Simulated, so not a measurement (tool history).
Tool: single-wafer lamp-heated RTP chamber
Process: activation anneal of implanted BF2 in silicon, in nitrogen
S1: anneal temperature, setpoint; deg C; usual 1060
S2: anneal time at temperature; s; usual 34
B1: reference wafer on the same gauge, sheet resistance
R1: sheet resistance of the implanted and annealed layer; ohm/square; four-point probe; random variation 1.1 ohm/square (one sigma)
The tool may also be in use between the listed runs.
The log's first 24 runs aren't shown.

run   hour    S1  S2      B1      R1
     648.3  -- pyrometer window cleaned and pyrometer calibrated
 25  659.2  1048  14  442.28  539.35
 26  677.5  1060  14  442.25  538.26
 27  729.5  1069  50  442.34  506.25
     755.7  -- gauge calibrated
 28  756.4  1060  45  442.11  512.79
 29  787.4  1041  34  441.38   524.3
 30  814.8  1052  28  442.04  527.29
     851.2  -- reflector plate cleaned
 31  856.3  1071  49  442.35  502.84
 32    878  1060  28  442.34  520.84
 33  902.4  1060  23  441.94  524.51
 34  917.3  1071  26  441.91  519.43
     950.1  -- pyrometer window cleaned and pyrometer calibrated
 35  950.6  1038  53  442.44  524.83

Run 36 comes next. What will it give?
 36  977.3  1060  34   ?   ?

{"run 36": {"B1": 442.31, "R1": 523.09}}
Without the tool's hidden state the same run would have given R1 524.6 ohm/square.
